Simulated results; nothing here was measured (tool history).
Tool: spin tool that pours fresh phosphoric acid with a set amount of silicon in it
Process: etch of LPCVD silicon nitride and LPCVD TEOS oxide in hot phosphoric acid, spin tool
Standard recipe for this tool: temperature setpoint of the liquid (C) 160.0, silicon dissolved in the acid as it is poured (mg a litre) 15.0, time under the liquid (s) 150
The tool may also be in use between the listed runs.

run    hour  temperature setpoint of the liquid (C)  silicon dissolved in the acid as it is poured (mg a litre)  time under the liquid (s)  read-back film thickness of the LPCVD silicon nitride reference wafer, read on the same gauge (nm)  read-back film thickness of the LPCVD TEOS oxide reference wafer, read on the same gauge (nm)  thickness taken off the LPCVD silicon nitride on a monitor wafer (angstrom)  thickness taken off the LPCVD TEOS oxide on a monitor wafer (angstrom)
  1     0.0                                   159.0                                                         9.5                        150                                                                                               80.93                                                                                        151.665                                                                        120.6                                                                    6.34
  2   167.5                                   159.0                                                         9.5                        150                                                                                               81.31                                                                                        152.504                                                                        122.7                                                                    6.60
  3   275.5                                   160.0                                                        15.0                        150                                                                                               81.65                                                                                        153.116                                                                        127.2                                                                    6.78
  4   377.2                                   160.0                                                        15.0                        150                                                                                               82.08                                                                                        153.837                                                                        126.7                                                                    6.04
  5   470.2                                   160.0                                                        15.0                        150                                                                                               82.45                                                                                        154.557                                                                        127.6                                                                    6.00
  6   533.2                                   160.0                                                        15.0                        150                                                                                               82.67                                                                                        155.083                                                                        128.8                                                                    6.39
      579.7  -- dissolved silicon flow meter replaced
  7   598.3                                   160.0                                                        12.0                         85                                                                                               82.97                                                                                        155.631                                                                         72.4                                                                    3.81
  8   654.7                                   160.0                                                        12.0                         85                                                                                               83.29                                                                                        156.173                                                                         73.3                                                                    3.44
      668.4  -- thermometer replaced
  9   715.4                                   160.0                                                        12.0                         85                                                                                               83.57                                                                                        156.747                                                                         73.1                                                                    3.70
 10   819.6                                   160.0                                                        15.0                        150                                                                                               84.21                                                                                        157.946                                                                        130.1                                                                    6.42
 11   862.0                                   160.0                                                        15.0                        150                                                                                               84.42                                                                                        158.314                                                                        132.0                                                                    6.21
 12   939.5                                   162.0                                                        23.0                        225                                                                                               84.93                                                                                        159.194                                                                        211.4                                                                    9.16
 13  1041.9                                   160.0                                                         7.5                        150                                                                                               85.64                                                                                        160.562                                                                        132.4                                                                    8.28
 14  1131.7                                   160.0                                                         9.5                        150                                                                                               86.27                                                                                        161.704                                                                        134.3                                                                    7.39
     1135.7  -- gauge calibrated
 15  1214.5                                   160.0                                                        15.0                        180                                                                                               79.34                                                                                        148.808                                                                        148.0                                                                    7.16
     1242.6  -- heated supply line repaired
 16  1310.2                                   160.0                                                        15.0                        150                                                                                               79.49                                                                                        148.925                                                                        122.5                                                                    6.59
 17  1363.5                                   160.0                                                         7.0                         80                                                                                               79.48                                                                                        148.999                                                                         65.3                                                                    3.99
 18  1424.3                                   158.0                                                        15.0                        150                                                                                               79.54                                                                                        149.140                                                                        116.6                                                                    5.71
 19  1497.7                                   161.0                                                        15.0                         75                                                                                               79.69                                                                                        149.354                                                                         64.6                                                                    3.70
 20  1587.9                                   158.5                                                        19.0                        210                                                                                               79.84                                                                                        149.603                                                                        165.1                                                                    7.19
 21  1636.8                                   160.0                                                        15.0                        150                                                                                               79.88                                                                                        149.823                                                                        123.1                                                                    5.80

Consider 3 possible next runs. They are alternatives, not a sequence: every one starts from the tool as it was left by run 21. What does each give?
  A  1637.3                                   160.0                                                        15.0                        150                                                                                                   ?                                                                                              ?                                                                            ?                                                                       ?
  B  1637.3                                   162.5                                                         8.5                         65                                                                                                   ?                                                                                              ?                                                                            ?                                                                       ?
  C  1637.3                                   160.0                                                        23.0                         85                                                                                                   ?                                                                                              ?                                                                            ?                                                                       ?

run  read-back film thickness of the LPCVD silicon nitride reference wafer, read on the same gauge (nm)  read-back film thickness of the LPCVD TEOS oxide reference wafer, read on the same gauge (nm)  thickness taken off the LPCVD silicon nitride on a monitor wafer (angstrom)  thickness taken off the LPCVD TEOS oxide on a monitor wafer (angstrom)
  A                                                                                               79.89                                                                                        149.873                                                                        124.8                                                                    6.32
  B                                                                                               79.89                                                                                        149.873                                                                         58.8                                                                    3.83
  C                                                                                               79.89                                                                                        149.873                                                                         70.7                                                                    2.87
Stripped of hidden state, with their random variation kept, the same runs would have yielded:
run  thickness taken off the LPCVD silicon nitride on a monitor wafer (angstrom)  thickness taken off the LPCVD TEOS oxide on a monitor wafer (angstrom)
  A                                                                        124.9                                                                    6.33
  B                                                                         58.8                                                                    3.83
  C                                                                         70.8                                                                    2.87
